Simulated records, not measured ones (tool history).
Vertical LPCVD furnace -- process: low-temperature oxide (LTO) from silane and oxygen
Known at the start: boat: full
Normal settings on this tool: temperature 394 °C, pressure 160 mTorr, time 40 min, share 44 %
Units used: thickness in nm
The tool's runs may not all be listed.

| run | hour | temperature | pressure | time | share | wafers since the last listed run | hours since the last temperature calibration | hours since the pressure gauge was zeroed | hours since the silane flow controller was replaced | hours since the gauge calibration | read-back reference wafer on the same gauge, thickness | thickness |
|---|---|---|---|---|---|---|---|---|---|---|---|---|
| 1 | 0 | 394 | 160 | 40 | 44 | 0 | 3610.7 | 2869 | 4901.2 | 469.1 | 266.81 | 311.82 |
| 2 | 15.2 | 394 | 160 | 40 | 38 | 214 | 3625.9 | 2884.2 | 4916.4 | 484.3 | 266.96 | 262.98 |
| 3 | 35.8 | 394 | 160 | 40 | 38 | 290 | 3646.5 | 2904.8 | 4937 | 504.9 | 267.07 | 262.92 |
| 4 | 51.1 | 394 | 160 | 40 | 38 | 215 | 3661.8 | 2920.1 | 4952.3 | 520.2 | 266.8 | 262.66 |
| 5 | 77.9 | 394 | 160 | 40 | 44 | 378 | 3688.6 | 2946.9 | 4979.1 | 547 | 266.87 | 312.68 |
| 6 | 112.6 | 394 | 160 | 40 | 44 | 489 | 3723.3 | 2981.6 | 5013.8 | 581.7 | 267.12 | 312.01 |
|  | 116.7 | gauge calibrated |
| 7 | 140.9 | 394 | 160 | 40 | 44 | 399 | 3751.6 | 3009.9 | 5042.1 | 24.2 | 267.03 | 312.36 |
| 8 | 154.4 | 394 | 160 | 40 | 44 | 190 | 3765.1 | 3023.4 | 5055.6 | 37.7 | 267 | 315.16 |
|  | 184.9 | silane flow controller replaced |
| 9 | 185.4 | 394 | 160 | 40 | 44 | 98 | 3796.1 | 3054.4 | 0.5 | 68.7 | 266.93 | 313.89 |
| 10 | 196.3 | 394 | 160 | 40 | 44 | 153 | 3807 | 3065.3 | 11.4 | 79.6 | 266.83 | 313.5 |
| 11 | 219.9 | 394 | 180 | 40 | 44 | 333 | 3830.6 | 3088.9 | 35 | 103.2 | 266.79 | 351.89 |
| 12 | 235.1 | 394 | 180 | 40 | 44 | 214 | 3845.8 | 3104.1 | 50.2 | 118.4 | 267.14 | 351.59 |
| 13 | 263.2 | 394 | 160 | 40 | 44 | 396 | 3873.9 | 3132.2 | 78.3 | 146.5 | 266.88 | 313.81 |
| 14 | 296.1 | 394 | 160 | 48.5 | 49 | 464 | 3906.8 | 3165.1 | 111.2 | 179.4 | 267.25 | 424.01 |
| 15 | 316 | 382 | 130 | 55.5 | 49 | 280 | 3926.7 | 3185 | 131.1 | 199.3 | 266.98 | 350.93 |
| 16 | 331.6 | 386 | 160 | 40 | 44 | 220 | 3942.3 | 3200.6 | 146.7 | 214.9 | 267.18 | 288.64 |
| 17 | 346.4 | 394 | 180 | 55 | 40 | 208 | 3957.1 | 3215.4 | 161.5 | 229.7 | 267.16 | 432.34 |
|  | 423.6 | pressure gauge zeroed |
| 18 | 424.1 | 394 | 185 | 46.5 | 38 | 757 | 4034.8 | 0.5 | 239.2 | 307.4 | 266.79 | 338.69 |
| 19 | 428.1 | 394 | 180 | 40 | 44 | 56 | 4038.8 | 4.5 | 243.2 | 311.4 | 267 | 335.33 |
|  | 462.4 | thermocouples replaced and temperature profile calibrated |
| 20 | 462.9 | 400 | 160 | 40 | 41 | 152 | 0.5 | 39.3 | 278 | 346.2 | 267.03 | 294.67 |
| 21 | 541.9 | 394 | 160 | 50.5 | 44 | 1114 | 79.5 | 118.3 | 357 | 425.2 | 266.96 | 378.83 |
| 22 | 605.1 | 387 | 185 | 52.5 | 50 | 891 | 142.7 | 181.5 | 420.2 | 488.4 | 267.04 | 478.6 |
| 23 | 629.4 | 394 | 140 | 29.5 | 44 | 342 | 167 | 205.8 | 444.5 | 512.7 | 267.28 | 192.77 |

What will run 24 give?
|  | 635.8 | gauge calibrated |
| 24 | 643.6 | 394 | 160 | 40 | 44 | 200 | 181.2 | 220 | 458.7 | 7.8 | ? | ? |

{"run 24": {"read-back reference wafer on the same gauge, thickness": 266.99, "thickness": 298.39}}
Without the tool's hidden state the same run would have given thickness 298.43 nm.
